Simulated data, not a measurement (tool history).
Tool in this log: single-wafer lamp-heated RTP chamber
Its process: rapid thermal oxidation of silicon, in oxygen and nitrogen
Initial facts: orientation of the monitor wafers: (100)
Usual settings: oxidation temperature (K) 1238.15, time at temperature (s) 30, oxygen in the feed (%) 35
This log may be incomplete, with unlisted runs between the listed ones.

run	hour	oxidation temperature (K)	time at temperature (s)	oxygen in the feed (%)	read-back reference wafer on the same gauge, thickness	oxide thickness on the monitor wafer (Å)
1	0	1238.15	30	35	2.391	26.44
2	11.2	1238.15	30	35	2.39	26.59
3	27.4	1238.15	30	35	2.389	26.46
4	44.8	1238.15	30	35	2.391	26.48
5	60.6	1238.15	30	35	2.39	26.47
# hour 69.2: gauge calibrated
6	69.8	1238.15	30	35	2.391	26.42
7	84.8	1238.15	35	35	2.39	27.74
8	92.9	1238.15	35	35	2.389	27.68
9	99.8	1238.15	35	35	2.391	27.59
10	111	1238.15	33	35	2.389	27.14
11	118.3	1238.15	33	35	2.39	27.15
12	131	1238.15	33	35	2.392	27.24
13	148.8	1238.15	18	35	2.39	23.43
14	164.2	1238.15	18	35	2.392	23.63
15	170.6	1238.15	18	35	2.391	23.69
16	176.6	1238.15	30	54	2.39	28.91
17	182.8	1238.15	30	54	2.389	29.08
18	198.1	1238.15	30	35	2.39	26.38
19	210.7	1220.15	30	35	2.39	24.92
20	221.5	1259.15	30	53	2.39	32.35
21	229	1238.15	30	35	2.39	26.41
# hour 264.6: pyrometer window cleaned and pyrometer calibrated
22	265.1	1218.15	24	35	2.39	23.56
23	272.6	1208.15	40	17	2.39	23.44
24	279.9	1238.15	30	35	2.39	26.5
25	286.7	1238.15	43	22	2.389	26.95
26	299.8	1238.15	35	26	2.39	26.25
27	312.7	1238.15	40	35	2.389	28.76
28	320	1238.15	17	35	2.391	23.45
# hour 323.3: gauge calibrated
29	333.1	1258.15	30	35	2.389	29.02
# hour 345.4: oxygen flow controller replaced
30	350.6	1238.15	35	26	2.39	26.1
31	359.6	1238.15	30	35	2.391	26.62
32	374.2	1238.15	24	43	2.39	26.11
33	383.6	1228.15	25	54	2.389	26.44
34	413.8	1260.15	39	35	2.391	31.93
35	422.9	1238.15	21	35	2.39	24.37
36	432.4	1246.15	18	17	2.39	22.22
37	450	1221.15	15	62	2.388	23.02

Branching from run 37: 3 alternative next runs. What would each branch give?
A	450.5	1238.15	38	35	?	?
B	450.5	1238.15	30	17	?	?
C	450.5	1209.15	30	19	?	?

run	read-back reference wafer on the same gauge, thickness	oxide thickness on the monitor wafer (Å)
A	2.39	28.2
B	2.39	23.83
C	2.39	22.49
With no hidden state in the tool, these same runs would have given:
run	oxide thickness on the monitor wafer (Å)
A	28.2
B	23.83
C	22.49
